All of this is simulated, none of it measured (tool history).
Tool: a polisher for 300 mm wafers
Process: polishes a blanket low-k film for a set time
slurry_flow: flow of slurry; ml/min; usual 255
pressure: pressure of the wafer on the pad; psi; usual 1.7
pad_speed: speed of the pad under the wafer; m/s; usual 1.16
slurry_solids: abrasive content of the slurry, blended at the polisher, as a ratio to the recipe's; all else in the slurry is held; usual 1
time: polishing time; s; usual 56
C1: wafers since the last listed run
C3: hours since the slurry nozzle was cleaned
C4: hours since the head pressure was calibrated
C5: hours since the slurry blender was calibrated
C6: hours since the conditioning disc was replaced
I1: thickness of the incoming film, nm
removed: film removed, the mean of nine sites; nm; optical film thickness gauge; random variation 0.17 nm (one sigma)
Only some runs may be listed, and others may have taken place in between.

Run 1, hour 0: usual settings but pressure 1.9 psi; C1 0; wafers polished on this pad 1701; C3 713.2; C4 988.2; C5 189.8; C6 252.4; I1 346.6. Result: removed 19 nm.
Run 2, hour 32.1: usual settings but pressure 1.9 psi; C1 439; wafers polished on this pad 2141; C3 745.3; C4 1020.3; C5 221.9; C6 284.5; I1 350.2. Result: removed 18.8 nm.
At hour 38.4: worn pad replaced by a new one, of another model than before.
Run 3, hour 49.1: usual settings but pressure 1.9 psi; C1 178; wafers polished on this pad 146; C3 762.3; C4 1037.3; C5 238.9; C6 301.5; I1 353.4. Result: removed 18.9 nm.
At hour 53.3: slurry nozzle cleaned.
Run 4, hour 72: usual settings but pressure 1.4 psi; C1 299; wafers polished on this pad 446; C3 18.7; C4 1060.2; C5 261.8; C6 324.4; I1 348.9. Result: removed 15.5 nm.
Run 5, hour 102.8: usual settings but pressure 1.4 psi; C1 421; wafers polished on this pad 868; C3 49.5; C4 1091; C5 292.6; C6 355.2; I1 357.1. Result: removed 15.2 nm.
Run 6, hour 131: usual settings; C1 386; wafers polished on this pad 1254; C3 77.7; C4 1119.2; C5 320.8; C6 383.4; I1 354.4. Result: removed 17.1 nm.
At hour 173.6: worn pad replaced by a new one.
Run 7, hour 177.2: usual settings; C1 577; wafers polished on this pad 49; C3 123.9; C4 1165.4; C5 367; C6 429.6; I1 349.6. Result: removed 17.6 nm.
Run 8, hour 198.9: usual settings; C1 297; wafers polished on this pad 346; C3 145.6; C4 1187.1; C5 388.7; C6 451.3; I1 354.4. Result: removed 17.3 nm.
Run 9, hour 218: usual settings; C1 261; wafers polished on this pad 607; C3 164.7; C4 1206.2; C5 407.8; C6 470.4; I1 352.7. Result: removed 17.4 nm.
At hour 220.2: slurry blender recalibrated.
Run 10, hour 246.9: usual settings but slurry_flow 190 ml/min; C1 368; wafers polished on this pad 976; C3 193.6; C4 1235.1; C5 26.7; C6 499.3; I1 348. Result: removed 16.7 nm.
Run 11, hour 267.2: usual settings but slurry_flow 175 ml/min, time 38 s; C1 278; wafers polished on this pad 1254; C3 213.9; C4 1255.4; C5 47; C6 519.6; I1 347.1. Result: removed 11.5 nm.
Run 12, hour 284.2: usual settings but slurry_flow 180 ml/min, pad_speed 1 m/s; C1 232; wafers polished on this pad 1487; C3 230.9; C4 1272.4; C5 64; C6 536.6; I1 344.6. Result: removed 14.6 nm.
Run 13, hour 299.5: usual settings but pad_speed 1.06 m/s, time 48 s; C1 209; wafers polished on this pad 1696; C3 246.2; C4 1287.7; C5 79.3; C6 551.9; I1 344.8. Result: removed 13.6 nm.
At hour 311.5: worn pad replaced by a new one.
Run 14, hour 313.2: usual settings but pressure 2.2 psi; C1 132; wafers polished on this pad 23; C3 259.9; C4 1301.4; C5 93; C6 565.6; I1 346.5. Result: removed 20.8 nm.
At hour 334.4: head pressure recalibrated.
Run 15, hour 342.3: usual settings; C1 371; wafers polished on this pad 394; C3 289; C4 7.9; C5 122.1; C6 594.7; I1 343.7. Result: removed 19 nm.
At hour 357: conditioning disc replaced and pad reconditioned.
Run 16, hour 362.5: usual settings but slurry_flow 180 ml/min, pressure 1.4 psi, time 74 s; C1 249; wafers polished on this pad 644; C3 309.2; C4 28.1; C5 142.3; C6 5.5; I1 356.5. Result: removed 21.4 nm.
Run 17, hour 382: usual settings but slurry_flow 305 ml/min, slurry_solids 1.2; C1 267; wafers polished on this pad 911; C3 328.7; C4 47.6; C5 161.8; C6 25; I1 347.3. Result: removed 20.5 nm.
Run 18, hour 413.6: usual settings; C1 432; wafers polished on this pad 1343; C3 360.3; C4 79.2; C5 193.4; C6 56.6; I1 351. Result: removed 19.1 nm.
Run 19, hour 446.9: usual settings but time 71 s; C1 456; wafers polished on this pad 1800; C3 393.6; C4 112.5; C5 226.7; C6 89.9; I1 349.5. Result: removed 23.8 nm.
At hour 458.4: worn pad replaced by a new one.
Run 20, hour 462.1: usual settings but pad_speed 0.92 m/s, slurry_solids 0.75, time 74 s; C1 153; wafers polished on this pad 50; C3 408.8; C4 127.7; C5 241.9; C6 105.1; I1 351. Result: removed 17.7 nm.
Run 21, hour 476.1: usual settings but pad_speed 1.38 m/s; C1 191; wafers polished on this pad 242; C3 422.8; C4 141.7; C5 255.9; C6 119.1; I1 346.8. Result: removed 21.9 nm.
Run 22, hour 501.4: usual settings but pressure 1.5 psi, slurry_solids 1.15; C1 346; wafers polished on this pad 588; C3 448.1; C4 167; C5 281.2; C6 144.4; I1 351.6. Result: removed 18.1 nm.
Run 23, hour 519.7: usual settings; C1 250; wafers polished on this pad 839; C3 466.4; C4 185.3; C5 299.5; C6 162.7; I1 352.5. Result: removed 18.4 nm.
Run 24, hour 532.4: usual settings but pressure 1.1 psi; C1 173; wafers polished on this pad 1013; C3 479.1; C4 198; C5 312.2; C6 175.4; I1 355.9. Result: removed 14 nm.
Run 25, hour 564.4: usual settings but pad_speed 0.88 m/s, slurry_solids 1.15; C1 438; wafers polished on this pad 1451; C3 511.1; C4 230; C5 344.2; C6 207.4; I1 351.8. Result: removed 15.6 nm.

Alternative continuations, all from the tool just after run 25; predict every row:
Run A, hour 564.8: usual settings but slurry_solids 1.25; C1 5; wafers polished on this pad 1456; C3 511.5; C4 230.4; C5 344.6; C6 207.8; I1 352.8. Result: removed ?.
Run B, hour 564.8: usual settings but slurry_solids 0.9, time 41 s; C1 5; wafers polished on this pad 1456; C3 511.5; C4 230.4; C5 344.6; C6 207.8; I1 352.8. Result: removed ?.
Run C, hour 564.8: usual settings but slurry_flow 320 ml/min, slurry_solids 0.7, time 38 s; C1 5; wafers polished on this pad 1456; C3 511.5; C4 230.4; C5 344.6; C6 207.8; I1 352.8. Result: removed ?.
Run D, hour 564.8: usual settings but pressure 1.1 psi, pad_speed 0.92 m/s, slurry_solids 1.15, time 38 s; C1 5; wafers polished on this pad 1456; C3 511.5; C4 230.4; C5 344.6; C6 207.8; I1 352.8. Result: removed ?.
Run E, hour 564.8: usual settings but pressure 1.4 psi, pad_speed 0.84 m/s, slurry_solids 1.3, time 39 s; C1 5; wafers polished on this pad 1456; C3 511.5; C4 230.4; C5 344.6; C6 207.8; I1 352.8. Result: removed ?.

run  removed
  A     20.4
  B       13
  C     10.8
  D      8.1
  E      9.5
The same runs, with their run-to-run variation unchanged, on a tool lacking any hidden condition would have given:
run  removed
  A     20.9
  B     13.3
  C       11
  D      8.3
  E      9.7

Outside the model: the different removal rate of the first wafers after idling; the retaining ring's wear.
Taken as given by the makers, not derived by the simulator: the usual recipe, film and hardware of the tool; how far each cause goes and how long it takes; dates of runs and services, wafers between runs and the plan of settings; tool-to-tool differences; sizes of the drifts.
